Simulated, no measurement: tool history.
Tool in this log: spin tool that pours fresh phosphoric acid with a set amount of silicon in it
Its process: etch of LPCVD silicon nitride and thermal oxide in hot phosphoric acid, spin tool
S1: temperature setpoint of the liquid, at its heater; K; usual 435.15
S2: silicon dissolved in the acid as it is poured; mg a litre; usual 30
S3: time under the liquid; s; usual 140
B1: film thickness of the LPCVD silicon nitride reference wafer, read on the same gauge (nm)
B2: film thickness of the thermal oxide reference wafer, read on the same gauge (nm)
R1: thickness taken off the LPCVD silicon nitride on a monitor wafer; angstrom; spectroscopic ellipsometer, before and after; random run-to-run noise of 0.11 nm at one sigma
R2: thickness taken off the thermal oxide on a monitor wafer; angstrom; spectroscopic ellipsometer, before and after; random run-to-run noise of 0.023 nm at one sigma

run	hour	S1	S2	S3	B1	B2	R1	R2
1	0	435.15	30	140	110.01	39.992	106.1	1.78
2	35.6	435.15	30	140	110.01	40.011	104.7	1.38
# hour 56.3: dissolved silicon flow meter replaced
3	105.1	435.15	30	140	110	40.002	103.4	1.24
4	157.9	435.15	30	140	110.01	39.995	104.6	1.55
5	189.3	435.15	30	140	109.99	40.01	105.6	1.72
6	213.7	436.15	15	60	109.99	39.992	45.8	1.05
7	253.3	435.15	30	140	109.99	39.993	102.6	1.39
# hour 262.7: thermometer replaced
8	286.7	435.15	23	140	110.01	40.021	103	1.6
# hour 341.5: heated supply line repaired, repeated, since the last time left the tool worse
9	477.7	434.15	43	95	109.98	40.009	80.3	0.67
10	524.1	436.15	30	190	109.99	39.973	170.2	3.35
11	575.8	434.15	21.5	75	110.01	39.996	62.3	1.5
12	629.1	435.15	42	140	109.99	39.99	119.9	1.16
# hour 696.5: gauge calibrated
13	700.1	434.15	30	80	110	40.023	65.4	1.34
14	764.9	435.15	48.5	140	110	39.984	117.9	0.91
15	819.6	435.15	48.5	140	110.01	40.021	117.3	0.83
16	861.2	435.15	50	195	110.01	39.999	163.8	0.86
17	931.3	438.15	37	115	110	40.017	105	1.37
18	962.8	435.15	41	85	110	40.014	71.7	0.73
19	997.8	435.15	30	140	109.99	40.004	117.3	2.14
20	1068.4	435.15	30	200	109.98	39.985	164.2	3.01
21	1132.7	436.65	9.5	60	109.98	40.009	52.4	1.73
# hour 1160.6: thermometer replaced
22	1172.2	433.65	50	140	110.02	39.972	110.6	0.57
23	1214.5	435.15	30	140	110.02	39.985	114.5	1.98

3 options for the next run, each taken on its own from the tool as it stands now. Forecast them:
A	1215	435.15	30	140	?	?	?	?
B	1215	433.15	13.5	165	?	?	?	?
C	1215	437.65	17.5	70	?	?	?	?

run	B1	B2	R1	R2
A	110	40.007	115.4	2.28
B	110	40.007	127.2	3.84
C	110	40.007	62.7	2.05
With no hidden state in the tool, these same runs would have given:
run	R1	R2
A	123.3	2.63
B	135.9	4.44
C	66.9	2.37

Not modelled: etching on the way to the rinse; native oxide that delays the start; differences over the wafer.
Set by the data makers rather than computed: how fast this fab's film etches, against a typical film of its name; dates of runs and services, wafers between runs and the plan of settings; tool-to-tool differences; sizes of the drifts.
